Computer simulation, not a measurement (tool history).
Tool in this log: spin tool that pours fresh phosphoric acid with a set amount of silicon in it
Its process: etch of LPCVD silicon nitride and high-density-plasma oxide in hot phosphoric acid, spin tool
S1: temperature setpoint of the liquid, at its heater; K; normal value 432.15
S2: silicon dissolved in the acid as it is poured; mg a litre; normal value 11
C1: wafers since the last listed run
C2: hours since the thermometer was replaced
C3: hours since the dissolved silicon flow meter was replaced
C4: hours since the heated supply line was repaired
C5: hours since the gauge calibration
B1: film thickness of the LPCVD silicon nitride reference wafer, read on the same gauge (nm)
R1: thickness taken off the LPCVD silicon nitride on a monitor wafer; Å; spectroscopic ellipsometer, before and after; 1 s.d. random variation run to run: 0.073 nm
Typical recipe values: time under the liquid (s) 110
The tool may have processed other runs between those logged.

Run 1, hour 0: usual settings but S2 17 mg a litre; C1 0; C2 766.7; C3 762.4; C4 1004.2; C5 520.6; B1 147.5. Result: R1 89.2 Å.
Run 2, hour 40.3: usual settings; C1 455; C2 807; C3 802.7; C4 1044.5; C5 560.9; B1 147.17. Result: R1 89 Å.
Run 3, hour 92.1: usual settings; C1 585; C2 858.8; C3 854.5; C4 1096.3; C5 612.7; B1 146.66. Result: R1 90 Å.
Run 4, hour 142.5: usual settings; C1 570; C2 909.2; C3 904.9; C4 1146.7; C5 663.1; B1 146.1. Result: R1 88.6 Å.
At hour 144.2: heated supply line repaired.
Run 5, hour 170.5: usual settings; C1 305; C2 937.2; C3 932.9; C4 26.3; C5 691.1; B1 145.79. Result: R1 89.1 Å.
Run 6, hour 231.6: usual settings; C1 691; C2 998.3; C3 994; C4 87.4; C5 752.2; B1 145.07. Result: R1 88.4 Å.
At hour 254: gauge calibrated.
Run 7, hour 256.7: usual settings but S1 430.65 K; C1 283; C2 1023.4; C3 1019.1; C4 112.5; C5 2.7; B1 149.57. Result: R1 87.4 Å.
Run 8, hour 315.1: usual settings but S2 3 mg a litre; C1 660; C2 1081.8; C3 1077.5; C4 170.9; C5 61.1; B1 149.5. Result: R1 90.5 Å.
Run 9, hour 352.9: usual settings but S1 434.65 K; C1 427; C2 1119.6; C3 1115.3; C4 208.7; C5 98.9; B1 149.51. Result: R1 98.3 Å.
Run 10, hour 399.9: usual settings but S1 433.15 K, S2 7.5 mg a litre, time under the liquid (s) 155; C1 531; C2 1166.6; C3 1162.3; C4 255.7; C5 145.9; B1 149.38. Result: R1 132.9 Å.
Run 11, hour 449.1: usual settings; C1 556; C2 1215.8; C3 1211.5; C4 304.9; C5 195.1; B1 149.24. Result: R1 89.4 Å.
Run 12, hour 477.9: usual settings; C1 325; C2 1244.6; C3 1240.3; C4 333.7; C5 223.9; B1 149.12. Result: R1 90.4 Å.
Run 13, hour 522.4: usual settings but S1 431.15 K, S2 16 mg a litre, time under the liquid (s) 155; C1 503; C2 1289.1; C3 1284.8; C4 378.2; C5 268.4; B1 148.95. Result: R1 122.1 Å.
At hour 540: dissolved silicon flow meter replaced.
Run 14, hour 560.9: usual settings but S2 16 mg a litre, time under the liquid (s) 85; C1 424; C2 1327.6; C3 20.9; C4 416.7; C5 306.9; B1 148.79. Result: R1 69.9 Å.
At hour 575.8: thermometer replaced.
Run 15, hour 620.5: usual settings but S1 431.15 K, S2 5 mg a litre; C1 662; C2 44.7; C3 80.5; C4 476.3; C5 366.5; B1 148.46. Result: R1 87.1 Å.
Run 16, hour 668.6: usual settings but S1 431.15 K; C1 544; C2 92.8; C3 128.6; C4 524.4; C5 414.6; B1 148.15. Result: R1 86.4 Å.
Run 17, hour 693.3: usual settings but S2 19.5 mg a litre; C1 279; C2 117.5; C3 153.3; C4 549.1; C5 439.3; B1 147.94. Result: R1 91.1 Å.
Run 18, hour 719.8: usual settings but S1 435.15 K, time under the liquid (s) 75; C1 299; C2 144; C3 179.8; C4 575.6; C5 465.8; B1 147.75. Result: R1 67.4 Å.
Run 19, hour 790.6: usual settings but S1 431.15 K, time under the liquid (s) 150; C1 800; C2 214.8; C3 250.6; C4 646.4; C5 536.6; B1 147.2. Result: R1 117.7 Å.
Run 20, hour 815.4: usual settings; C1 280; C2 239.6; C3 275.4; C4 671.2; C5 561.4; B1 146.98. Result: R1 88.9 Å.
Run 21, hour 868: usual settings but S2 19.5 mg a litre, time under the liquid (s) 145; C1 594; C2 292.2; C3 328; C4 723.8; C5 614; B1 146.45. Result: R1 117.9 Å.
Run 22, hour 911.2: usual settings but S1 435.15 K, time under the liquid (s) 155; C1 488; C2 335.4; C3 371.2; C4 767; C5 657.2; B1 146. Result: R1 137.4 Å.

Below are 3 alternative next runs, each starting from the tool's condition after run 22. Predict each:
Run A, hour 911.6: usual settings; C1 4; C2 335.8; C3 371.6; C4 767.4; C5 657.6; B1 ?. Result: R1 ?.
Run B, hour 911.6: usual settings but S2 17 mg a litre, time under the liquid (s) 135; C1 4; C2 335.8; C3 371.6; C4 767.4; C5 657.6; B1 ?. Result: R1 ?.
Run C, hour 911.6: usual settings but S2 6 mg a litre; C1 4; C2 335.8; C3 371.6; C4 767.4; C5 657.6; B1 ?. Result: R1 ?.

run      B1     R1
  A  145.97   89.3
  B  145.97  109.6
  C  145.97   89.3
With the hidden condition removed and each run's random variation left untouched, the same runs would have given:
run     R1
  A   91.8
  B  112.7
  C   91.8

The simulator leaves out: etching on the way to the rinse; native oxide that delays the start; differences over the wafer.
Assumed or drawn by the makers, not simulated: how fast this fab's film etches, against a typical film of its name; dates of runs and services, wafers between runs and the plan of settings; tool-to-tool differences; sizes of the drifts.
